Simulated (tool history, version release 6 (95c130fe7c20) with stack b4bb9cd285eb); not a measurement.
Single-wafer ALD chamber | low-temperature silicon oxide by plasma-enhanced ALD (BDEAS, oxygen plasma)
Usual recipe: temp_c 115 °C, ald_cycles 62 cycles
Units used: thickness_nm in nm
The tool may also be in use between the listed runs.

run,hour,temp_c,ald_cycles,"read-back reference wafer on the same gauge, thickness_nm",thickness_nm
1,0,115,70,8.029,9.962
2,30.5,115,70,8.033,9.989
3,65.1,109,62,8.024,8.933
4,94.7,115,62,8.027,8.83
5,120,126,62,8.012,8.614
6,147.4,126,62,8.011,8.601
7,160.8,126,62,8.003,8.571
8,187.5,107,62,8,8.927
9,200.7,107,62,7.991,8.942
10,234,112,66,7.991,9.421
11,248.7,112,66,7.988,9.393
12,353.1,112,66,7.988,9.379
13,374.1,126,70,7.98,9.649
14,388.6,126,70,7.986,9.659
15,462.3,126,70,7.984,9.705
16,483.7,115,53,7.977,7.484
17,514.7,115,62,7.964,8.771
18,543.2,115,62,7.971,8.781
19,571.9,115,62,7.97,8.769
20,595.2,115,62,7.974,8.749
21,619.4,115,62,7.958,8.736
22,632.7,112,66,7.963,9.374
23,665.7,110,54,7.971,7.728
24,679.4,106,69,7.97,9.954
# hour 688.1: gauge calibrated
25,709.2,100,50,8.07,7.401
26,727,129,55,8.06,7.63
27,740.3,126,62,8.061,8.655
28,763.1,115,72,8.057,10.312
29,790,103,62,8.033,9.013
30,806.4,126,55,8.034,7.676
# hour 842.6: thermocouple changed; heater temperature recalibrated
31,843.1,115,62,8.023,8.821
32,872.6,120,59,8.01,8.303
33,886,126,70,8.006,9.729
34,903.9,106,68,8.012,9.829
35,934.8,107,65,8.007,9.378
36,969.6,102,62,7.995,9.004
37,987.4,115,62,7.987,8.739
38,1013,115,68,7.988,9.597
39,1032.6,106,70,7.978,10.117
40,1062.6,115,62,7.979,8.76
41,1086.7,115,62,7.978,8.767
42,1117.2,106,62,7.967,8.919

Each row is a separate what-if for the run after 42, all from the same tool condition, not one after another. Results?
A,1117.7,115,62,?,?
B,1117.7,110,65,?,?
C,1117.7,115,54,?,?

run,"read-back reference wafer on the same gauge, thickness_nm",thickness_nm
A,7.967,8.777
B,7.967,9.299
C,7.967,7.645
Had the tool no hidden state, the same runs would have come out as:
run,thickness_nm
A,8.897
B,9.426
C,7.749

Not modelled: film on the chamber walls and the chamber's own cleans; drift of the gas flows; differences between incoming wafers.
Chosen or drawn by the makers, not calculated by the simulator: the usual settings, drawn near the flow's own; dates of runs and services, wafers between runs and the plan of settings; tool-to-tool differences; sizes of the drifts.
